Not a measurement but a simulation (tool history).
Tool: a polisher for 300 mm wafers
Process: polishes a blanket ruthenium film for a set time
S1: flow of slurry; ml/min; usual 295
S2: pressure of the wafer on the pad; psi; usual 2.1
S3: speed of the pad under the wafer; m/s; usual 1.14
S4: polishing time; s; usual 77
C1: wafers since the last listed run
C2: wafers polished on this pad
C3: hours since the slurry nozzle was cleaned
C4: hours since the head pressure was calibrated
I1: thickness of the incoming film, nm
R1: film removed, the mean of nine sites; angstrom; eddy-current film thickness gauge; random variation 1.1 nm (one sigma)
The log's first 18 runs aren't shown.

At day 7.871: head pressure recalibrated.
Run 19, day 8.133: usual settings; C1 49; C2 516; C3 564.2; C4 6.3; I1 376.1. Result: R1 1134 angstrom.
Run 20, day 8.746: usual settings but S1 325 ml/min, S4 57 s; C1 110; C2 626; C3 578.9; C4 21; I1 371.7. Result: R1 847 angstrom.
Run 21, day 9.162: usual settings but S1 395 ml/min, S2 2.4 psi, S3 1.5 m/s; C1 75; C2 702; C3 588.9; C4 31; I1 369.1. Result: R1 1726 angstrom.
Run 22, day 9.738: usual settings but S2 2.4 psi, S4 85 s; C1 103; C2 805; C3 602.7; C4 44.8; I1 372.8. Result: R1 1413 angstrom.
Run 23, day 10.075: usual settings; C1 60; C2 866; C3 610.8; C4 52.9; I1 369.9. Result: R1 1143 angstrom.
At day 10.558: worn pad replaced by a new one.
Run 24, day 10.579: usual settings but S1 335 ml/min, S2 2.5 psi, S3 0.92 m/s, S4 68 s; C1 60; C2 3; C3 622.9; C4 65; I1 369.5. Result: R1 972 angstrom.
Run 25, day 10.938: usual settings; C1 64; C2 68; C3 631.5; C4 73.6; I1 369.1. Result: R1 1130 angstrom.
Run 26, day 11.308: usual settings but S1 380 ml/min, S4 101 s; C1 66; C2 135; C3 640.4; C4 82.5; I1 372.6. Result: R1 1504 angstrom.
Run 27, day 12.038: usual settings; C1 131; C2 267; C3 657.9; C4 100; I1 370.5. Result: R1 1105 angstrom.
Run 28, day 12.612: usual settings but S2 1.9 psi, S4 94 s; C1 103; C2 371; C3 671.7; C4 113.8; I1 362.6. Result: R1 1213 angstrom.
Run 29, day 13.154: usual settings but S1 235 ml/min, S4 103 s; C1 97; C2 469; C3 684.7; C4 126.8; I1 371.4. Result: R1 1404 angstrom.
At day 13.875: slurry nozzle cleaned.
Run 30, day 14.021: usual settings but S2 2.4 psi, S4 85 s; C1 149; C2 618; C3 3.5; C4 147.6; I1 365.8. Result: R1 1520 angstrom.
Run 31, day 14.512: usual settings but S4 90 s; C1 88; C2 706; C3 15.3; C4 159.4; I1 371.6. Result: R1 1384 angstrom.
Run 32, day 15.133: usual settings but S1 230 ml/min, S3 0.84 m/s; C1 112; C2 819; C3 30.2; C4 174.3; I1 367.5. Result: R1 857 angstrom.
Run 33, day 15.738: usual settings but S2 1.4 psi, S3 0.92 m/s, S4 62 s; C1 109; C2 928; C3 44.7; C4 188.8; I1 371.4. Result: R1 510 angstrom.
Run 34, day 16.221: usual settings but S1 350 ml/min, S2 2.5 psi, S3 1.38 m/s, S4 57 s; C1 87; C2 1015; C3 56.3; C4 200.4; I1 367.1. Result: R1 1270 angstrom.
At day 16.512: worn pad replaced by a new one.
Run 35, day 16.938: usual settings but S2 1.9 psi, S4 94 s; C1 99; C2 76; C3 73.5; C4 217.6; I1 366.6. Result: R1 1290 angstrom.
Run 36, day 17.438: usual settings but S1 250 ml/min, S2 1.8 psi; C1 90; C2 167; C3 85.5; C4 229.6; I1 372.7. Result: R1 991 angstrom.
Run 37, day 17.908: usual settings but S1 390 ml/min, S2 1.8 psi, S3 1.46 m/s, S4 65 s; C1 85; C2 252; C3 96.8; C4 240.9; I1 377.1. Result: R1 1111 angstrom.
Run 38, day 18.483: usual settings but S1 345 ml/min, S4 96 s; C1 103; C2 356; C3 110.6; C4 254.7; I1 375. Result: R1 1506 angstrom.

3 ways to go on from here, each from the tool as it stands after run 38. What would each give?
Run A, day 18.5: usual settings but S2 2.3 psi; C1 3; C2 359; C3 111; C4 255.1; I1 372.8. Result: R1 ?.
Run B, day 18.5: usual settings but S3 1.52 m/s; C1 3; C2 359; C3 111; C4 255.1; I1 372.8. Result: R1 ?.
Run C, day 18.5: usual settings but S1 365 ml/min, S3 0.94 m/s, S4 56 s; C1 3; C2 359; C3 111; C4 255.1; I1 372.8. Result: R1 ?.

run    R1
  A  1285
  B  1558
  C   720
Without the tool's hidden state the same runs would have given:
run    R1
  A  1292
  B  1567
  C   723

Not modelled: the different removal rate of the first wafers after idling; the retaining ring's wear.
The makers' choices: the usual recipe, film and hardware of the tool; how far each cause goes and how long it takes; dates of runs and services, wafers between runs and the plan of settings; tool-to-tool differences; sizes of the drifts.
